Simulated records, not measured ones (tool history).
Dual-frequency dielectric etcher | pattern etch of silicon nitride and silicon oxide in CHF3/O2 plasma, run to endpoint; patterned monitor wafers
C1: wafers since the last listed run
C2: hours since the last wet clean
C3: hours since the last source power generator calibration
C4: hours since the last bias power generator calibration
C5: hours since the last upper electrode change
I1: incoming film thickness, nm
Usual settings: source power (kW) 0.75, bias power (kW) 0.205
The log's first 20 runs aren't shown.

run 21 hour=307.9 | source_power_(kW)=0.83 bias_power_(kW)=0.243 | C1=62 C2=553.7 C3=87.6 C4=156.6 C5=167.4 | I1=265.5 | endpoint_time_(s)=135.7
run 22 hour=322.8 | source_power_(kW)=0.64 bias_power_(kW)=0.218 | C1=99 C2=568.6 C3=102.5 C4=171.5 C5=182.3 | I1=265.1 | endpoint_time_(s)=155.2
-- hour=351.2 wet clean of the chamber
run 23 hour=351.7 | source_power_(kW)=0.81 bias_power_(kW)=0.158 | C1=32 C2=0.5 C3=131.4 C4=200.4 C5=211.2 | I1=262.1 | endpoint_time_(s)=171.7
run 24 hour=352.1 | source_power_(kW)=0.86 bias_power_(kW)=0.186 | C1=2 C2=0.9 C3=131.8 C4=200.8 C5=211.6 | I1=263.7 | endpoint_time_(s)=157.4
run 25 hour=354 | source_power_(kW)=0.83 bias_power_(kW)=0.224 | C1=12 C2=2.8 C3=133.7 C4=202.7 C5=213.5 | I1=265.6 | endpoint_time_(s)=147.4
run 26 hour=363.6 | source_power_(kW)=0.84 bias_power_(kW)=0.205 | C1=64 C2=12.4 C3=143.3 C4=212.3 C5=223.1 | I1=263.3 | endpoint_time_(s)=151.2
run 27 hour=380.7 | source_power_(kW)=0.8 bias_power_(kW)=0.167 | C1=114 C2=29.5 C3=160.4 C4=229.4 C5=240.2 | I1=266.7 | endpoint_time_(s)=169.5
run 28 hour=394.6 | source_power_(kW)=0.88 bias_power_(kW)=0.186 | C1=92 C2=43.4 C3=174.3 C4=243.3 C5=254.1 | I1=265.4 | endpoint_time_(s)=156
run 29 hour=419.1 | source_power_(kW)=0.87 bias_power_(kW)=0.205 | C1=163 C2=67.9 C3=198.8 C4=267.8 C5=278.6 | I1=265.9 | endpoint_time_(s)=150.2
run 30 hour=426 | source_power_(kW)=0.66 bias_power_(kW)=0.192 | C1=46 C2=74.8 C3=205.7 C4=274.7 C5=285.5 | I1=261.1 | endpoint_time_(s)=167
run 31 hour=440.3 | source_power_(kW)=0.75 bias_power_(kW)=0.205 | C1=95 C2=89.1 C3=220 C4=289 C5=299.8 | I1=267.8 | endpoint_time_(s)=158.7
run 32 hour=453.1 | source_power_(kW)=0.75 bias_power_(kW)=0.182 | C1=85 C2=101.9 C3=232.8 C4=301.8 C5=312.6 | I1=265.4 | endpoint_time_(s)=165.1
run 33 hour=464.9 | source_power_(kW)=0.75 bias_power_(kW)=0.205 | C1=78 C2=113.7 C3=244.6 C4=313.6 C5=324.4 | I1=265.6 | endpoint_time_(s)=157.1

Forecast each of these 3 alternatives for the next run:
run A hour=465.4 | source_power_(kW)=0.75 bias_power_(kW)=0.205 | C1=3 C2=114.2 C3=245.1 C4=314.1 C5=324.9 | I1=264.1 | endpoint_time_(s)=?
run B hour=465.4 | source_power_(kW)=0.86 bias_power_(kW)=0.178 | C1=3 C2=114.2 C3=245.1 C4=314.1 C5=324.9 | I1=264.1 | endpoint_time_(s)=?
run C hour=465.4 | source_power_(kW)=0.75 bias_power_(kW)=0.186 | C1=3 C2=114.2 C3=245.1 C4=314.1 C5=324.9 | I1=264.1 | endpoint_time_(s)=?

run=A endpoint_time_(s)=156.7
run=B endpoint_time_(s)=159.3
run=C endpoint_time_(s)=163.7
Without the tool's hidden state the same runs would have given:
run=A endpoint_time_(s)=157.9
run=B endpoint_time_(s)=160.5
run=C endpoint_time_(s)=164.9
